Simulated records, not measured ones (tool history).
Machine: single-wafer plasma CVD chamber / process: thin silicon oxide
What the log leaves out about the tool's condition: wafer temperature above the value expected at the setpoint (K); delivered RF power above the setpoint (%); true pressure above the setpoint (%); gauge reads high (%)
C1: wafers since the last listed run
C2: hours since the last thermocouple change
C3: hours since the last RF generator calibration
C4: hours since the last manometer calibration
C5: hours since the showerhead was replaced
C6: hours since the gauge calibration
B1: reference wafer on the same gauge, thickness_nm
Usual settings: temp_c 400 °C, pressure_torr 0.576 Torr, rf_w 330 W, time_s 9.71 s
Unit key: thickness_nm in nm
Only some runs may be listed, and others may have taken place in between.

run 1 hour=0.0 | temp_c=400 pressure_torr=0.576 rf_w=330 time_s=9.71 | C1=0 C2=1563.2 C3=347.2 C4=1126.2 C5=5125.4 C6=2078.5 | B1=15.885 | thickness_nm=13.671
run 2 hour=48.1 | temp_c=400 pressure_torr=0.576 rf_w=330 time_s=9.71 | C1=1503 C2=1611.3 C3=395.3 C4=1174.3 C5=5173.5 C6=2126.6 | B1=15.905 | thickness_nm=13.579
run 3 hour=112.5 | temp_c=400 pressure_torr=0.466 rf_w=330 time_s=9.71 | C1=2012 C2=1675.7 C3=459.7 C4=1238.7 C5=5237.9 C6=2191.0 | B1=15.894 | thickness_nm=11.035
run 4 hour=182.4 | temp_c=400 pressure_torr=0.466 rf_w=330 time_s=9.71 | C1=2184 C2=1745.6 C3=529.6 C4=1308.6 C5=5307.8 C6=2260.9 | B1=15.899 | thickness_nm=10.949
run 5 hour=255.8 | temp_c=400 pressure_torr=0.466 rf_w=330 time_s=9.71 | C1=2293 C2=1819.0 C3=603.0 C4=1382.0 C5=5381.2 C6=2334.3 | B1=15.907 | thickness_nm=10.897
run 6 hour=333.1 | temp_c=400 pressure_torr=0.606 rf_w=330 time_s=9.71 | C1=2415 C2=1896.3 C3=680.3 C4=1459.3 C5=5458.5 C6=2411.6 | B1=15.893 | thickness_nm=14.312
run 7 hour=412.1 | temp_c=400 pressure_torr=0.606 rf_w=330 time_s=9.71 | C1=2468 C2=1975.3 C3=759.3 C4=1538.3 C5=5537.5 C6=2490.6 | B1=15.902 | thickness_nm=14.325
run 8 hour=519.8 | temp_c=400 pressure_torr=0.576 rf_w=330 time_s=9.71 | C1=3365 C2=2083.0 C3=867.0 C4=1646.0 C5=5645.2 C6=2598.3 | B1=15.882 | thickness_nm=13.688
run 9 hour=590.5 | temp_c=400 pressure_torr=0.576 rf_w=330 time_s=9.71 | C1=2209 C2=2153.7 C3=937.7 C4=1716.7 C5=5715.9 C6=2669.0 | B1=15.894 | thickness_nm=13.620
run 10 hour=678.7 | temp_c=400 pressure_torr=0.576 rf_w=280 time_s=9.71 | C1=2756 C2=2241.9 C3=1025.9 C4=1804.9 C5=5804.1 C6=2757.2 | B1=15.905 | thickness_nm=12.990
run 11 hour=738.5 | temp_c=400 pressure_torr=0.576 rf_w=330 time_s=9.71 | C1=1868 C2=2301.7 C3=1085.7 C4=1864.7 C5=5863.9 C6=2817.0 | B1=15.898 | thickness_nm=13.827
run 12 hour=788.6 | temp_c=392 pressure_torr=0.576 rf_w=330 time_s=9.71 | C1=1565 C2=2351.8 C3=1135.8 C4=1914.8 C5=5914.0 C6=2867.1 | B1=15.890 | thickness_nm=13.831
-- hour=848.4 RF generator calibrated
run 13 hour=857.9 | temp_c=407 pressure_torr=0.576 rf_w=295 time_s=9.71 | C1=1915 C2=2421.1 C3=9.5 C4=1984.1 C5=5983.3 C6=2936.4 | B1=15.888 | thickness_nm=13.577
-- hour=881.8 gauge calibrated
run 14 hour=898.4 | temp_c=400 pressure_torr=0.576 rf_w=365 time_s=9.71 | C1=1265 C2=2461.6 C3=50.0 C4=2024.6 C5=6023.8 C6=16.6 | B1=15.899 | thickness_nm=14.477
run 15 hour=970.2 | temp_c=386 pressure_torr=0.664 rf_w=390 time_s=11.50 | C1=2243 C2=2533.4 C3=121.8 C4=2096.4 C5=6095.6 C6=88.4 | B1=15.903 | thickness_nm=20.289
run 16 hour=1063.7 | temp_c=400 pressure_torr=0.576 rf_w=330 time_s=9.71 | C1=2922 C2=2626.9 C3=215.3 C4=2189.9 C5=6189.1 C6=181.9 | B1=15.902 | thickness_nm=13.996
run 17 hour=1170.8 | temp_c=400 pressure_torr=0.576 rf_w=330 time_s=9.71 | C1=3347 C2=2734.0 C3=322.4 C4=2297.0 C5=6296.2 C6=289.0 | B1=15.906 | thickness_nm=13.888
run 18 hour=1230.9 | temp_c=400 pressure_torr=0.491 rf_w=300 time_s=10.66 | C1=1878 C2=2794.1 C3=382.5 C4=2357.1 C5=6356.3 C6=349.1 | B1=15.905 | thickness_nm=12.810
-- hour=1282.0 showerhead replaced
-- hour=1300.5 thermocouple changed; heater temperature recalibrated
run 19 hour=1323.1 | temp_c=413 pressure_torr=0.502 rf_w=390 time_s=10.90 | C1=2381 C2=22.6 C3=474.7 C4=2449.3 C5=41.1 C6=441.3 | B1=15.888 | thickness_nm=14.361

For run 20, what comes out?
-- hour=1383.5 capacitance manometer re-zeroed and calibrated
run 20 hour=1405.2 | temp_c=400 pressure_torr=0.576 rf_w=330 time_s=9.71 | C1=2315 C2=104.7 C3=556.8 C4=21.7 C5=123.2 C6=523.4 | B1=? | thickness_nm=?

Run 20 came out at B1 15.910, thickness_nm 13.277 nm.
Take away the tool's hidden state, keep the run-to-run variation as it was, and the same run would have given thickness_nm 13.615 nm.
